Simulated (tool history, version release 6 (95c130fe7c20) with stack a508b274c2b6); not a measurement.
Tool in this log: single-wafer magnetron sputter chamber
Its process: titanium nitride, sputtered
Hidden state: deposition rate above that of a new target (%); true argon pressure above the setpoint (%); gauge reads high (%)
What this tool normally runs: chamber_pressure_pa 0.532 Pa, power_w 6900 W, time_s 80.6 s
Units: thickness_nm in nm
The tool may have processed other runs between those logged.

run,hour,chamber_pressure_pa,power_w,time_s,wafers since the last listed run,wafers on the sputter target,hours since the last manometer calibration,hours since the magnet pack was replaced,hours since the gauge calibration,"read-back reference wafer on the same gauge, thickness_nm",thickness_nm
1,0,0.532,6900,80.6,0,1858,2947.4,10157.6,28.4,84.615,96.025
2,9.3,0.577,6900,80.6,111,1970,2956.7,10166.9,37.7,84.603,94.924
3,27.2,0.532,6900,80.6,214,2184,2974.6,10184.8,55.6,84.673,95.907
4,35.6,0.532,6900,80.6,100,2285,2983,10193.2,64,84.535,96.098
5,46.1,0.532,6900,80.6,125,2411,2993.5,10203.7,74.5,84.637,96.032
6,53.2,0.532,6900,80.6,85,2496,3000.6,10210.8,81.6,84.535,95.498
7,65.5,0.532,6900,89.7,147,2643,3012.9,10223.1,93.9,84.666,106.472
# hour 78.2: sputter target and shields replaced
8,78.7,0.532,6900,80.6,62,5,3026.1,10236.3,107.1,84.592,96.617
9,88.5,0.477,7750,80.6,117,122,3035.9,10246.1,116.9,84.558,110.607
10,94.6,0.477,7750,80.6,73,195,3042,10252.2,123,84.565,111.052
11,103.6,0.477,7750,80.6,107,303,3051,10261.2,132,84.594,111.075
12,115.3,0.532,6900,80.6,140,444,3062.7,10272.9,143.7,84.618,96.835
13,127.7,0.628,8350,70.1,148,592,3075.1,10285.3,156.1,84.636,98.752
# hour 136.9: capacitance manometer re-zeroed and calibrated
# hour 136.9: magnet pack replaced
14,137.4,0.353,7850,74.3,20,612,0.5,0.5,165.8,84.482,108.287
15,145.6,0.363,5700,80.6,98,711,8.7,8.7,174,84.511,84.946
16,163.2,0.428,6300,96.1,210,922,26.3,26.3,191.6,84.617,108.879
17,169.7,0.532,7850,80.6,77,1000,32.8,32.8,198.1,84.573,110.009
18,180.5,0.731,5600,65,129,1129,43.6,43.6,208.9,84.571,59.046
19,190,0.532,6900,72.8,113,1243,53.1,53.1,218.4,84.609,86.979
20,205.9,0.461,6900,80.6,190,1433,69,69,234.3,84.533,99.018
21,216.3,0.532,6900,80.6,124,1558,79.4,79.4,244.7,84.665,96.627
22,229.5,0.532,6900,65.6,158,1716,92.6,92.6,257.9,84.572,78.553
23,240.8,0.532,6900,80.6,135,1852,103.9,103.9,269.2,84.61,96.229
24,247.2,0.657,7800,71.9,76,1928,110.3,110.3,275.6,84.602,92.921
# hour 258.5: gauge calibrated
25,259,0.391,5350,89.1,141,2070,122.1,122.1,0.5,84.503,86.264
26,267.7,0.532,6000,76.5,104,2174,130.8,130.8,9.2,84.593,79.272
27,288.3,0.66,8550,72.5,246,2421,151.4,151.4,29.8,84.637,101.864
28,297.2,0.603,7450,86.1,106,2527,160.3,160.3,38.7,84.635,107.515
# hour 329.9: sputter target and shields replaced
29,344.7,0.67,7750,93.9,473,176,207.8,207.8,86.2,84.497,120.812
30,354.6,0.364,6350,80.6,118,295,217.7,217.7,96.1,84.62,94.655
31,361.5,0.532,6900,80.6,82,378,224.6,224.6,103,84.619,96.865
32,370.3,0.712,7600,70.9,105,483,233.4,233.4,111.8,84.606,88.268
33,376.6,0.532,6900,89.5,75,559,239.7,239.7,118.1,84.534,107.049
34,386.1,0.532,6900,80.6,113,673,249.2,249.2,127.6,84.509,96.692
35,401.3,0.532,6900,80.6,182,855,264.4,264.4,142.8,84.528,96.714
36,415.6,0.701,6900,80.6,171,1026,278.7,278.7,157.1,84.551,90.904

What if the next run were any one of these 3? Each begins from the tool's condition after run 36:
A,416,0.532,6900,80.6,4,1031,279.1,279.1,157.5,?,?
B,416,0.398,6900,74.7,4,1031,279.1,279.1,157.5,?,?
C,416,0.532,6100,72.3,4,1031,279.1,279.1,157.5,?,?

run,"read-back reference wafer on the same gauge, thickness_nm",thickness_nm
A,84.586,96.255
B,84.586,93.452
C,84.586,76.332
Take away the tool's hidden state, keep each run's random variation, and the runs would have read:
run,thickness_nm
A,96.51
B,93.699
C,76.534
